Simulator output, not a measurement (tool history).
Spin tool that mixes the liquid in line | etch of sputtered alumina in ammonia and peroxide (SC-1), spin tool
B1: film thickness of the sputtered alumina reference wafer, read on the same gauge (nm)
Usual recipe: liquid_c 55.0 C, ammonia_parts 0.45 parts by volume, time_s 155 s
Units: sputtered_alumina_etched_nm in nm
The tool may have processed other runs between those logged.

{"run": 1, "day": 0.0, "liquid_c": 55.0, "ammonia_parts": 0.4, "time_s": 155, "B1": 90.03, "sputtered_alumina_etched_nm": 6.95}
{"run": 2, "day": 0.55, "liquid_c": 55.0, "ammonia_parts": 0.45, "time_s": 155, "B1": 90.03, "sputtered_alumina_etched_nm": 6.89}
{"run": 3, "day": 0.958, "liquid_c": 51.5, "ammonia_parts": 0.6, "time_s": 250, "B1": 90.01, "sputtered_alumina_etched_nm": 9.4}
{"run": 4, "day": 1.538, "liquid_c": 64.5, "ammonia_parts": 0.45, "time_s": 155, "B1": 90.02, "sputtered_alumina_etched_nm": 11.55}
{"day": 1.846, "done": "heated supply line repaired"}
{"run": 5, "day": 2.062, "liquid_c": 55.0, "ammonia_parts": 0.4, "time_s": 155, "B1": 90.0, "sputtered_alumina_etched_nm": 6.99}
{"day": 2.329, "done": "ammonia flow meter replaced"}
{"run": 6, "day": 2.388, "liquid_c": 64.5, "ammonia_parts": 0.45, "time_s": 155, "B1": 90.02, "sputtered_alumina_etched_nm": 11.48}
{"run": 7, "day": 2.683, "liquid_c": 55.0, "ammonia_parts": 0.45, "time_s": 65, "B1": 90.03, "sputtered_alumina_etched_nm": 2.92}
{"run": 8, "day": 3.404, "liquid_c": 55.0, "ammonia_parts": 0.6, "time_s": 120, "B1": 90.01, "sputtered_alumina_etched_nm": 5.56}
{"run": 9, "day": 3.85, "liquid_c": 55.0, "ammonia_parts": 0.45, "time_s": 155, "B1": 89.99, "sputtered_alumina_etched_nm": 6.95}
{"run": 10, "day": 4.571, "liquid_c": 55.0, "ammonia_parts": 0.45, "time_s": 205, "B1": 90.05, "sputtered_alumina_etched_nm": 9.14}
{"day": 4.796, "done": "thermometer replaced"}
{"run": 11, "day": 4.962, "liquid_c": 62.0, "ammonia_parts": 0.3, "time_s": 85, "B1": 89.97, "sputtered_alumina_etched_nm": 6.05}
{"run": 12, "day": 5.462, "liquid_c": 48.0, "ammonia_parts": 0.5, "time_s": 155, "B1": 89.98, "sputtered_alumina_etched_nm": 5.62}
{"run": 13, "day": 5.946, "liquid_c": 55.0, "ammonia_parts": 0.35, "time_s": 200, "B1": 90.01, "sputtered_alumina_etched_nm": 9.95}
{"run": 14, "day": 6.608, "liquid_c": 46.0, "ammonia_parts": 0.45, "time_s": 155, "B1": 89.99, "sputtered_alumina_etched_nm": 4.89}
{"run": 15, "day": 7.446, "liquid_c": 55.0, "ammonia_parts": 0.45, "time_s": 155, "B1": 90.01, "sputtered_alumina_etched_nm": 7.95}
{"run": 16, "day": 8.017, "liquid_c": 55.0, "ammonia_parts": 0.45, "time_s": 155, "B1": 90.0, "sputtered_alumina_etched_nm": 7.89}
{"run": 17, "day": 8.479, "liquid_c": 55.0, "ammonia_parts": 0.65, "time_s": 100, "B1": 90.04, "sputtered_alumina_etched_nm": 5.31}
{"run": 18, "day": 9.154, "liquid_c": 51.5, "ammonia_parts": 0.25, "time_s": 85, "B1": 89.99, "sputtered_alumina_etched_nm": 3.39}
{"run": 19, "day": 9.612, "liquid_c": 55.0, "ammonia_parts": 0.45, "time_s": 115, "B1": 90.01, "sputtered_alumina_etched_nm": 5.91}
{"run": 20, "day": 10.279, "liquid_c": 55.0, "ammonia_parts": 0.45, "time_s": 155, "B1": 89.99, "sputtered_alumina_etched_nm": 7.87}
{"run": 21, "day": 10.554, "liquid_c": 64.0, "ammonia_parts": 0.45, "time_s": 185, "B1": 90.02, "sputtered_alumina_etched_nm": 15.31}
{"run": 22, "day": 11.0, "liquid_c": 52.0, "ammonia_parts": 0.35, "time_s": 155, "B1": 89.95, "sputtered_alumina_etched_nm": 6.56}
{"run": 23, "day": 11.583, "liquid_c": 55.0, "ammonia_parts": 0.45, "time_s": 185, "B1": 89.99, "sputtered_alumina_etched_nm": 9.4}
{"run": 24, "day": 12.133, "liquid_c": 63.5, "ammonia_parts": 0.65, "time_s": 200, "B1": 90.0, "sputtered_alumina_etched_nm": 16.39}

Here are 5 independent what-if runs from the current tool condition. What would each one return?
{"run": "A", "day": 12.154, "liquid_c": 55.0, "ammonia_parts": 0.45, "time_s": 155, "B1": "?", "sputtered_alumina_etched_nm": "?"}
{"run": "B", "day": 12.154, "liquid_c": 60.0, "ammonia_parts": 0.25, "time_s": 155, "B1": "?", "sputtered_alumina_etched_nm": "?"}
{"run": "C", "day": 12.154, "liquid_c": 59.5, "ammonia_parts": 0.55, "time_s": 235, "B1": "?", "sputtered_alumina_etched_nm": "?"}
{"run": "D", "day": 12.154, "liquid_c": 45.5, "ammonia_parts": 0.6, "time_s": 210, "B1": "?", "sputtered_alumina_etched_nm": "?"}
{"run": "E", "day": 12.154, "liquid_c": 55.0, "ammonia_parts": 0.25, "time_s": 155, "B1": "?", "sputtered_alumina_etched_nm": "?"}

run=A B1=89.99 sputtered_alumina_etched_nm=8.00
run=B B1=89.99 sputtered_alumina_etched_nm=9.84
run=C B1=89.99 sputtered_alumina_etched_nm=15.66
run=D B1=89.99 sputtered_alumina_etched_nm=6.60
run=E B1=89.99 sputtered_alumina_etched_nm=7.57
With no hidden state in the tool, these same runs would have given:
run=A sputtered_alumina_etched_nm=8.21
run=B sputtered_alumina_etched_nm=10.08
run=C sputtered_alumina_etched_nm=16.04
run=D sputtered_alumina_etched_nm=6.78
run=E sputtered_alumina_etched_nm=7.76
